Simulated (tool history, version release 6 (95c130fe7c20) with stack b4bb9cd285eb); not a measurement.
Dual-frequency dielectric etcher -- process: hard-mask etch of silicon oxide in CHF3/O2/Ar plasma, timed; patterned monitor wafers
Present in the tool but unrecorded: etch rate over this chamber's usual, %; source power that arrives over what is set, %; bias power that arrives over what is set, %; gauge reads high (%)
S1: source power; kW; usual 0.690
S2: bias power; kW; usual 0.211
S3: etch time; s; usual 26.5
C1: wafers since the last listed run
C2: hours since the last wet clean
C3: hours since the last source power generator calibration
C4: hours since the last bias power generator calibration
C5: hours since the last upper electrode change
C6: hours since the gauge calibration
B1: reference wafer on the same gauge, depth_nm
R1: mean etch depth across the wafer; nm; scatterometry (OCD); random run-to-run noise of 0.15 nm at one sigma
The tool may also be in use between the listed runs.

| run | hour | S1 | S2 | S3 | C1 | C2 | C3 | C4 | C5 | C6 | B1 | R1 |
|---|---|---|---|---|---|---|---|---|---|---|---|---|
| 1 | 0.0 | 0.690 | 0.211 | 26.5 | 0 | 182.6 | 2748.0 | 4380.4 | 2972.5 | 91.8 | 66.2 | 58.9 |
| 2 | 14.8 | 0.690 | 0.211 | 26.5 | 240 | 197.4 | 2762.8 | 4395.2 | 2987.3 | 106.6 | 66.2 | 59.1 |
| 3 | 21.8 | 0.690 | 0.211 | 26.5 | 113 | 204.4 | 2769.8 | 4402.2 | 2994.3 | 113.6 | 66.2 | 59.1 |
| 4 | 31.0 | 0.690 | 0.211 | 26.5 | 149 | 213.6 | 2779.0 | 4411.4 | 3003.5 | 122.8 | 66.2 | 59.3 |
| 5 | 43.0 | 0.690 | 0.211 | 26.5 | 195 | 225.6 | 2791.0 | 4423.4 | 3015.5 | 134.8 | 66.2 | 59.2 |
|  | 52.4 | source power generator calibrated |
| 6 | 54.6 | 0.630 | 0.211 | 26.5 | 123 | 237.2 | 2.2 | 4435.0 | 3027.1 | 146.4 | 66.2 | 56.6 |
| 7 | 63.0 | 0.630 | 0.211 | 26.5 | 136 | 245.6 | 10.6 | 4443.4 | 3035.5 | 154.8 | 66.3 | 56.8 |
| 8 | 75.0 | 0.630 | 0.211 | 26.5 | 195 | 257.6 | 22.6 | 4455.4 | 3047.5 | 166.8 | 66.2 | 56.8 |
| 9 | 91.6 | 0.690 | 0.211 | 26.5 | 269 | 274.2 | 39.2 | 4472.0 | 3064.1 | 183.4 | 66.2 | 59.5 |
| 10 | 102.0 | 0.690 | 0.211 | 26.5 | 169 | 284.6 | 49.6 | 4482.4 | 3074.5 | 193.8 | 66.2 | 59.7 |
| 11 | 108.5 | 0.690 | 0.211 | 26.5 | 105 | 291.1 | 56.1 | 4488.9 | 3081.0 | 200.3 | 66.2 | 59.5 |
| 12 | 121.2 | 0.690 | 0.211 | 26.5 | 206 | 303.8 | 68.8 | 4501.6 | 3093.7 | 213.0 | 66.2 | 59.6 |
| 13 | 133.2 | 0.530 | 0.211 | 20.5 | 195 | 315.8 | 80.8 | 4513.6 | 3105.7 | 225.0 | 66.2 | 40.8 |
|  | 139.4 | bias power generator calibrated |
| 14 | 146.3 | 0.690 | 0.258 | 22.5 | 147 | 328.9 | 93.9 | 6.9 | 3118.8 | 238.1 | 66.2 | 55.0 |
| 15 | 164.1 | 0.690 | 0.226 | 26.5 | 289 | 346.7 | 111.7 | 24.7 | 3136.6 | 255.9 | 66.2 | 61.7 |
| 16 | 173.2 | 0.530 | 0.211 | 20.5 | 147 | 355.8 | 120.8 | 33.8 | 3145.7 | 265.0 | 66.2 | 41.0 |
| 17 | 187.2 | 0.790 | 0.256 | 29.5 | 227 | 369.8 | 134.8 | 47.8 | 3159.7 | 279.0 | 66.2 | 76.3 |
| 18 | 195.5 | 0.690 | 0.211 | 26.5 | 134 | 378.1 | 143.1 | 56.1 | 3168.0 | 287.3 | 66.2 | 59.9 |
|  | 195.7 | gauge calibrated |
|  | 227.5 | wet clean of the chamber |
| 19 | 228.0 | 0.800 | 0.248 | 26.5 | 138 | 0.5 | 175.6 | 88.6 | 3200.5 | 32.3 | 66.2 | 65.4 |
| 20 | 228.3 | 0.570 | 0.211 | 30.0 | 4 | 0.8 | 175.9 | 88.9 | 3200.8 | 32.6 | 66.2 | 59.7 |
| 21 | 228.6 | 0.690 | 0.211 | 26.5 | 4 | 1.1 | 176.2 | 89.2 | 3201.1 | 32.9 | 66.2 | 57.9 |
|  | 253.0 | upper electrode replaced |
| 22 | 256.8 | 0.630 | 0.162 | 32.0 | 68 | 29.3 | 204.4 | 117.4 | 3.8 | 61.1 | 66.2 | 61.4 |
| 23 | 273.2 | 0.530 | 0.211 | 20.5 | 266 | 45.7 | 220.8 | 133.8 | 20.2 | 77.5 | 66.2 | 39.6 |
| 24 | 290.3 | 0.690 | 0.211 | 34.0 | 277 | 62.8 | 237.9 | 150.9 | 37.3 | 94.6 | 66.2 | 74.8 |
| 25 | 307.9 | 0.690 | 0.211 | 26.5 | 286 | 80.4 | 255.5 | 168.5 | 54.9 | 112.2 | 66.2 | 58.1 |
| 26 | 315.9 | 0.690 | 0.211 | 29.0 | 130 | 88.4 | 263.5 | 176.5 | 62.9 | 120.2 | 66.2 | 63.7 |
| 27 | 325.8 | 0.530 | 0.211 | 26.5 | 160 | 98.3 | 273.4 | 186.4 | 72.8 | 130.1 | 66.2 | 51.4 |
| 28 | 341.5 | 0.690 | 0.159 | 26.5 | 255 | 114.0 | 289.1 | 202.1 | 88.5 | 145.8 | 66.2 | 53.3 |
| 29 | 349.7 | 0.690 | 0.211 | 26.5 | 133 | 122.2 | 297.3 | 210.3 | 96.7 | 154.0 | 66.2 | 58.6 |

How the hidden state differs across the entries between the runs, from the last listed run before each to the first after it:
From run 5 to run 6: source power generator calibrated (hour 52.4)
  etch rate over this chamber's usual, %: 2.37 -> 2.49
  measured less the result without the state, R1: +1.4 -> +1.4 nm
From run 13 to run 14: bias power generator calibrated (hour 139.4)
  etch rate over this chamber's usual, %: 3.32 -> 3.46
  measured less the result without the state, R1: +1.3 -> +1.9 nm
From run 18 to run 19: gauge calibrated (hour 195.7); wet clean of the chamber (hour 227.5)
  etch rate over this chamber's usual, %: 3.98 -> -0.116
  measured less the result without the state, R1: +2.3 -> -0.1 nm
From run 21 to run 22: upper electrode replaced (hour 253.0)
  etch rate over this chamber's usual, %: -0.11 -> 0.187
  measured less the result without the state, R1: +0.0 -> +0.1 nm

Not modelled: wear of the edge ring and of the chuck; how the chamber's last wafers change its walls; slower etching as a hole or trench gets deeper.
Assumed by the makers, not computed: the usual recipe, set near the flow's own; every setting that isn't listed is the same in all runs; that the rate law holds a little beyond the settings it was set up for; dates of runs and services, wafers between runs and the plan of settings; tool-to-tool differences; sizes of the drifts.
